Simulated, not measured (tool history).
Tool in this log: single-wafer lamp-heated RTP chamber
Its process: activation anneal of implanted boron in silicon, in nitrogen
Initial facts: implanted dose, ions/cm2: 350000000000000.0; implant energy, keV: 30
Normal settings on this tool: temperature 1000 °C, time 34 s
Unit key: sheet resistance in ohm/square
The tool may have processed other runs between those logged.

run,day,temperature,time,"read-back reference wafer on the same gauge, sheet resistance",sheet resistance
1,0.000,1000,34,301.94,268.97
2,1.575,1000,34,302.13,267.86
# day 2.062: reflector plate cleaned
3,5.200,1000,34,302.00,267.68
# day 5.867: pyrometer window cleaned and pyrometer calibrated
4,8.542,978,34,301.85,284.34
5,12.879,1000,34,301.96,270.56
6,16.112,1000,34,302.12,269.74
7,18.325,1000,34,302.17,270.88
8,19.933,1000,34,301.92,269.89
9,21.492,1000,34,302.10,270.18
10,23.208,1000,34,302.04,267.72
11,26.712,1000,34,302.06,268.39
12,29.788,1008,27,302.05,267.78
13,32.279,1008,27,302.00,266.11
# day 32.508: gauge calibrated
# day 32.858: pyrometer window cleaned and pyrometer calibrated
14,34.000,1000,34,302.11,269.07
15,35.617,1019,28,302.06,267.10
16,37.438,1018,54,302.00,264.81
17,41.800,988,26,301.90,275.58

What will run 18 give?
18,44.333,1015,22,?,?

{"run 18": {"read-back reference wafer on the same gauge, sheet resistance": 301.88, "sheet resistance": 267.89}}
Were there no unlogged condition in the tool, this run, its random variation unchanged, would have produced sheet resistance 268.42 ohm/square.

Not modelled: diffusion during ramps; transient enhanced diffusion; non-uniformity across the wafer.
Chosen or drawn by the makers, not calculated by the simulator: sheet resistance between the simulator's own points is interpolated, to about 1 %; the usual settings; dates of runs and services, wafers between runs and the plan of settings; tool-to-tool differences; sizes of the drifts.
